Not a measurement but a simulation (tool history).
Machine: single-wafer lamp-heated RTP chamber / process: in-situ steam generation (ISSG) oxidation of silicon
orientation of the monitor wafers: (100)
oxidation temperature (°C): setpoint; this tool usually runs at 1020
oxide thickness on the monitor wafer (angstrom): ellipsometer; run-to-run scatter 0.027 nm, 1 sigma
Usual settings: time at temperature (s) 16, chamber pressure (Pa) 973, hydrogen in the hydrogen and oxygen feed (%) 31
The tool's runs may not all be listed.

run,day,oxidation temperature (°C),time at temperature (s),chamber pressure (Pa),hydrogen in the hydrogen and oxygen feed (%),"read-back reference wafer on the same gauge, thickness",oxide thickness on the monitor wafer (angstrom)
1,0,1020,11,973,31,7.488,54.41
2,1.029,1020,11,973,31,7.458,54.49
# day 1.962: pyrometer window cleaned and pyrometer calibrated
3,1.983,1020,11,973,31,7.498,53.31
4,2.362,1020,16,973,31,7.463,62.6
5,3.667,1020,16,973,31,7.475,63.19
6,4.308,1020,16,1053,31,7.481,63.13
7,5.038,1020,16,973,31,7.487,63.17
8,5.629,1020,16,973,31,7.476,63.52
9,6.317,1020,16,973,31,7.493,63.24
10,6.854,1020,16,920,31,7.485,63.77
11,8.254,1007,16,973,31,7.47,60.88
12,9.658,1007,16,973,31,7.486,61.15
# day 10.2: gauge calibrated
# day 10.925: pyrometer window cleaned and pyrometer calibrated
13,10.946,1007,16,973,31,7.481,59.54
14,11.425,1020,16,973,31,7.483,63.39
15,12.296,1020,16,973,31,7.478,63.27
16,13.062,1020,16,973,31,7.491,62.9
17,13.783,1036,16,920,31,7.486,68.8
# day 14.496: hydrogen flow controller replaced
18,14.517,1029,14,973,31,7.475,61.8

What does the tool deliver on the next run?
19,15.75,1020,16,973,31,?,?

read-back reference wafer on the same gauge, thickness: 7.481
oxide thickness on the monitor wafer (angstrom): 63.63
Minus the tool's unlogged condition, the same run would have read oxide thickness on the monitor wafer (angstrom) 62.68.
